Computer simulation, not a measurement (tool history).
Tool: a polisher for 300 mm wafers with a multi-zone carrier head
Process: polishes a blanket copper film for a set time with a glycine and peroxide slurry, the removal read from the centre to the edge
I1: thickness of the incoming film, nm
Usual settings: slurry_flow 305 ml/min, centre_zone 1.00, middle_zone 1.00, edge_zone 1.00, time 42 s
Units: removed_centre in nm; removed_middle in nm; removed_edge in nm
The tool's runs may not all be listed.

run 1 day=0.000 | slurry_flow=305 centre_zone=1.00 middle_zone=1.00 edge_zone=1.00 time=50 | I1=1815.2 | removed_centre=263.1 removed_middle=268.0 removed_edge=271.5
run 2 day=0.538 | slurry_flow=305 centre_zone=1.00 middle_zone=1.00 edge_zone=1.00 time=30 | I1=1824.1 | removed_centre=154.6 removed_middle=159.0 removed_edge=159.8
run 3 day=1.258 | slurry_flow=305 centre_zone=1.00 middle_zone=1.00 edge_zone=1.00 time=42 | I1=1845.5 | removed_centre=215.4 removed_middle=216.3 removed_edge=213.1
run 4 day=2.038 | slurry_flow=305 centre_zone=1.00 middle_zone=1.00 edge_zone=1.00 time=42 | I1=1820.0 | removed_centre=228.8 removed_middle=223.7 removed_edge=222.0
run 5 day=2.379 | slurry_flow=305 centre_zone=1.00 middle_zone=1.00 edge_zone=1.00 time=42 | I1=1830.1 | removed_centre=229.4 removed_middle=229.9 removed_edge=222.8
run 6 day=3.117 | slurry_flow=305 centre_zone=1.00 middle_zone=1.00 edge_zone=1.00 time=42 | I1=1837.3 | removed_centre=218.2 removed_middle=219.6 removed_edge=221.4
run 7 day=3.825 | slurry_flow=305 centre_zone=1.00 middle_zone=1.00 edge_zone=1.00 time=42 | I1=1841.0 | removed_centre=203.3 removed_middle=214.8 removed_edge=207.9
run 8 day=4.267 | slurry_flow=305 centre_zone=1.00 middle_zone=1.00 edge_zone=1.00 time=42 | I1=1850.0 | removed_centre=203.1 removed_middle=199.3 removed_edge=203.1
run 9 day=4.946 | slurry_flow=305 centre_zone=1.00 middle_zone=1.00 edge_zone=1.00 time=42 | I1=1832.7 | removed_centre=220.0 removed_middle=222.7 removed_edge=222.4
run 10 day=5.392 | slurry_flow=260 centre_zone=0.92 middle_zone=1.00 edge_zone=1.00 time=51 | I1=1823.6 | removed_centre=236.2 removed_middle=261.3 removed_edge=260.5
run 11 day=6.071 | slurry_flow=305 centre_zone=1.04 middle_zone=0.90 edge_zone=1.09 time=42 | I1=1849.3 | removed_centre=226.0 removed_middle=194.6 removed_edge=224.4
run 12 day=6.542 | slurry_flow=305 centre_zone=1.00 middle_zone=1.00 edge_zone=1.00 time=42 | I1=1812.6 | removed_centre=202.2 removed_middle=203.9 removed_edge=202.2
run 13 day=6.871 | slurry_flow=305 centre_zone=1.00 middle_zone=1.00 edge_zone=1.00 time=42 | I1=1853.0 | removed_centre=224.1 removed_middle=228.4 removed_edge=228.6
run 14 day=7.533 | slurry_flow=305 centre_zone=1.00 middle_zone=1.00 edge_zone=0.89 time=42 | I1=1829.3 | removed_centre=220.8 removed_middle=220.4 removed_edge=210.7
run 15 day=8.233 | slurry_flow=305 centre_zone=1.05 middle_zone=1.00 edge_zone=1.12 time=38 | I1=1865.3 | removed_centre=206.5 removed_middle=191.2 removed_edge=204.3
run 16 day=8.721 | slurry_flow=355 centre_zone=0.97 middle_zone=1.00 edge_zone=1.06 time=42 | I1=1816.0 | removed_centre=203.2 removed_middle=205.1 removed_edge=216.4
run 17 day=9.304 | slurry_flow=260 centre_zone=1.00 middle_zone=0.97 edge_zone=1.04 time=42 | I1=1830.6 | removed_centre=221.5 removed_middle=216.8 removed_edge=225.0
run 18 day=10.471 | slurry_flow=345 centre_zone=1.00 middle_zone=1.00 edge_zone=1.00 time=36 | I1=1819.7 | removed_centre=188.1 removed_middle=191.1 removed_edge=187.6
run 19 day=10.854 | slurry_flow=305 centre_zone=1.00 middle_zone=1.00 edge_zone=1.00 time=42 | I1=1842.1 | removed_centre=209.2 removed_middle=213.9 removed_edge=214.0

Not shown: 8 entries that the log had between the listed runs. Between which runs, and how does the tool's hidden state differ before and after?
Between runs 3 and 4: worn pad replaced by a new one (day 2.017)
  removal rate lost through wear of the pad, %: 4.77 -> 0.488
  measured less the result without the state, removed_centre: -10.8 -> -1.2 nm; removed_middle: -10.8 -> -1.1 nm; removed_edge: -10.7 -> -1.1 nm
Between runs 6 and 7: edge zone pressure recalibrated (day 3.267)
  removal rate lost through wear of the pad, %: 2.97 -> 7.2
  measured less the result without the state, removed_centre: -6.6 -> -15.8 nm; removed_middle: -6.7 -> -16.6 nm; removed_edge: -6.8 -> -16.1 nm
Between runs 8 and 9: worn pad replaced by a new one (day 4.488); carrier head's membrane replaced by a new one (day 4.783)
  removal rate lost through wear of the pad, %: 10.9 -> 1.49
  measured less the result without the state, removed_centre: -24.8 -> -3.4 nm; removed_middle: -24.4 -> -3.4 nm; removed_edge: -24.7 -> -3.4 nm
Between runs 11 and 12: slurry nozzle cleaned (day 6.354)
  removal rate lost through wear of the pad, %: 6.2 -> 9.72
  measured less the result without the state, removed_centre: -15.0 -> -21.8 nm; removed_middle: -12.9 -> -22.0 nm; removed_edge: -14.9 -> -21.8 nm
Between runs 12 and 13: worn pad replaced by a new one (day 6.762)
  removal rate lost through wear of the pad, %: 9.72 -> 0.33
  measured less the result without the state, removed_centre: -21.8 -> -0.8 nm; removed_middle: -22.0 -> -0.8 nm; removed_edge: -21.8 -> -0.7 nm
Between runs 14 and 15: centre zone pressure recalibrated (day 7.808)
  removal rate lost through wear of the pad, %: 1.53 -> 4.75
  measured less the result without the state, removed_centre: -3.5 -> -10.3 nm; removed_middle: -3.4 -> -9.6 nm; removed_edge: -3.3 -> -10.2 nm
Between runs 16 and 17: worn pad replaced by a new one (day 9.283)
  removal rate lost through wear of the pad, %: 8.18 -> 0.278
  measured less the result without the state, removed_centre: -18.1 -> -0.7 nm; removed_middle: -18.2 -> -0.6 nm; removed_edge: -19.2 -> -0.6 nm
